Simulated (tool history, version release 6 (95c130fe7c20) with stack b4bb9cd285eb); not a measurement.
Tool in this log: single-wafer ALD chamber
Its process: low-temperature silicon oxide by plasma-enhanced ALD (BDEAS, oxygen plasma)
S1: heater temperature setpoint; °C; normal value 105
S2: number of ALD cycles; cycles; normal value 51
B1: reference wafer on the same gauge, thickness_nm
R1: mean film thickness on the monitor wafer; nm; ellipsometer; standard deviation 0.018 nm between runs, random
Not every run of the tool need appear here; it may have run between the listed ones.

run 1 hour=0 | S1=105 S2=51 | B1=8.49 | R1=7.228
run 2 hour=13.5 | S1=105 S2=51 | B1=8.494 | R1=7.231
run 3 hour=43.9 | S1=105 S2=51 | B1=8.497 | R1=7.266
run 4 hour=78.2 | S1=105 S2=51 | B1=8.512 | R1=7.281
run 5 hour=114.1 | S1=105 S2=51 | B1=8.525 | R1=7.288
run 6 hour=134.9 | S1=105 S2=59 | B1=8.53 | R1=8.456
run 7 hour=164.4 | S1=105 S2=59 | B1=8.547 | R1=8.449
run 8 hour=179.3 | S1=105 S2=59 | B1=8.556 | R1=8.447
run 9 hour=213.9 | S1=105 S2=45 | B1=8.573 | R1=6.466
run 10 hour=245 | S1=105 S2=45 | B1=8.591 | R1=6.466
run 11 hour=264.2 | S1=105 S2=51 | B1=8.603 | R1=7.32
run 12 hour=281.1 | S1=95 S2=47 | B1=8.615 | R1=7.004
run 13 hour=303.7 | S1=92 S2=46 | B1=8.635 | R1=6.94
-- hour=315.1 gauge calibrated
run 14 hour=318.6 | S1=97 S2=59 | B1=8.446 | R1=8.506
run 15 hour=332.8 | S1=105 S2=51 | B1=8.443 | R1=7.207
-- hour=345.1 thermocouple changed; heater temperature recalibrated
run 16 hour=345.5 | S1=96 S2=57 | B1=8.45 | R1=8.279
run 17 hour=376.4 | S1=105 S2=59 | B1=8.451 | R1=8.336
run 18 hour=399.8 | S1=110 S2=51 | B1=8.448 | R1=7.161
run 19 hour=430.8 | S1=105 S2=47 | B1=8.456 | R1=6.646
run 20 hour=447.6 | S1=98 S2=42 | B1=8.459 | R1=6.023
run 21 hour=460.4 | S1=115 S2=56 | B1=8.462 | R1=7.784

3 ways to go on from here, each from the tool as it stands after run 21. What would each give?
run A hour=460.9 | S1=105 S2=44 | B1=? | R1=?
run B hour=460.9 | S1=114 S2=58 | B1=? | R1=?
run C hour=460.9 | S1=105 S2=46 | B1=? | R1=?

run=A B1=8.465 R1=6.245
run=B B1=8.465 R1=8.089
run=C B1=8.465 R1=6.529
Stripped of hidden state, with their random variation kept, the same runs would have yielded:
run=A R1=6.235
run=B R1=8.077
run=C R1=6.519
